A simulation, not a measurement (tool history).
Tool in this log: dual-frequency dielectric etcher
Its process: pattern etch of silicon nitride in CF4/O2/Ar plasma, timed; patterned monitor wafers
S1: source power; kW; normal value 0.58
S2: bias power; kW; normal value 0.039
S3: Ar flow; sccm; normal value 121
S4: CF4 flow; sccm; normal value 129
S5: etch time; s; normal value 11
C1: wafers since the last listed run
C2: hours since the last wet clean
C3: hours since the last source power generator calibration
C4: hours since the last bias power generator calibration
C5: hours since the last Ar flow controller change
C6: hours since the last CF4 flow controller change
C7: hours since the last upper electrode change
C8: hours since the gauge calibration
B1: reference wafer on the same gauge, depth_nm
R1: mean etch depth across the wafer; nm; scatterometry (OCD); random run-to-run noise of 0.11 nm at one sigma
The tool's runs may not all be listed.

run   hour    S1     S2   S3   S4    S5   C1     C2     C3      C4      C5      C6      C7      C8     B1     R1
  1      0  0.58  0.039  121  129    11    0  192.7   21.3   966.9  5333.8    6170  2883.6  1430.1  25.68  23.44
      24.6  -- upper electrode replaced
  2   40.9  0.58  0.039  121  129    11  177  233.6   62.2  1007.8  5374.7  6210.9    16.3    1471  25.67   23.4
        69  -- gauge calibrated
  3   86.6  0.58  0.039  121  129    11  480  279.3  107.9  1053.5  5420.4  6256.6      62    17.6  25.73  23.32
       129  -- wet clean of the chamber
  4  130.8  0.58  0.039  121  129    11  212    1.8  152.1  1097.7  5464.6  6300.8   106.2    61.8   25.7  23.56
  5  175.7  0.58  0.039  121  129    11  471   46.7    197  1142.6  5509.5  6345.7   151.1   106.7  25.71  23.18
  6  240.1  0.63  0.039  121  129    11  676  111.1  261.4    1207  5573.9  6410.1   215.5   171.1  25.71  25.44
  7  282.7  0.58  0.039  121  129  13.5  447  153.7    304  1249.6  5616.5  6452.7   258.1   213.7  25.69  28.86
  8  333.6  0.58  0.039  121  129    11  534  204.6  354.9  1300.5  5667.4  6503.6     309   264.6  25.72  23.22
  9  378.4   0.5  0.039  121  129     8  470  249.4  399.7  1345.3  5712.2  6548.4   353.8   309.4  25.69  14.47
     438.1  -- wet clean of the chamber
 10  438.6  0.49  0.045  150  103    11  380    0.5  459.9  1405.5  5772.4  6608.6     414   369.6  25.72  18.98
     455.7  -- CF4 flow controller replaced
 11  525.7  0.58  0.039  103  129    13  852   87.6    547  1492.6  5859.5      70   501.1   456.7  25.69  28.55
     549.2  -- bias power generator calibrated
 12  553.7  0.58  0.039  121  129    11  252  115.6    575     4.5  5887.5      98   529.1   484.7  25.71  23.53
     567.8  -- Ar flow controller replaced
 13  615.3  0.49  0.045  150  103    11  584  177.2  636.6    66.1    47.5   159.6   590.7   546.3  25.67  19.18
 14  665.1  0.58  0.036  121  119    13  523    227  686.4   115.9    97.3   209.4   640.5   596.1  25.68  26.68
 15  721.6  0.58  0.045  121  129   8.5  593  283.5  742.9   172.4   153.8   265.9     697   652.6  25.69  19.04
 16  759.2  0.68  0.039  121  150    11  395  321.1  780.5     210   191.4   303.5   734.6   690.2  25.63  28.31
     807.2  -- wet clean of the chamber
 17  812.6  0.54  0.039  121  129    11  308    5.4  833.9   263.4   244.8   356.9     788   743.6  25.67  21.58
 18  844.1  0.58  0.035  121  129    11  331   36.9  865.4   294.9   276.3   388.4   819.5   775.1  25.67  22.66
 19  885.1  0.64  0.039  108  129    11  430   77.9  906.4   335.9   317.3   429.4   860.5   816.1  25.68  26.58
 20  912.6  0.62  0.039  121  129    11  289  105.4  933.9   363.4   344.8   456.9     888   843.6  25.69  25.08
 21  974.1  0.58  0.039  121  129    11  646  166.9  995.4   424.9   406.3   518.4   949.5   905.1  25.71  23.51

Across each entry between runs, compare the hidden state at the last listed run before it with the hidden state at the first listed run after it:
Runs 1 to 2: upper electrode replaced (hour 24.6)
  both runs share identical hidden conditions
Runs 2 to 3: gauge calibrated (hour 69)
  both runs share identical hidden conditions
Runs 3 to 4: wet clean of the chamber (hour 129)
  both runs share identical hidden conditions
Runs 9 to 10: wet clean of the chamber (hour 438.1)
  both runs share identical hidden conditions
Runs 10 to 11: CF4 flow controller replaced (hour 455.7)
  both runs share identical hidden conditions
Runs 11 to 12: bias power generator calibrated (hour 549.2)
  both runs share identical hidden conditions
Runs 12 to 13: Ar flow controller replaced (hour 567.8)
  both runs share identical hidden conditions
Runs 16 to 17: wet clean of the chamber (hour 807.2)
  both runs share identical hidden conditions

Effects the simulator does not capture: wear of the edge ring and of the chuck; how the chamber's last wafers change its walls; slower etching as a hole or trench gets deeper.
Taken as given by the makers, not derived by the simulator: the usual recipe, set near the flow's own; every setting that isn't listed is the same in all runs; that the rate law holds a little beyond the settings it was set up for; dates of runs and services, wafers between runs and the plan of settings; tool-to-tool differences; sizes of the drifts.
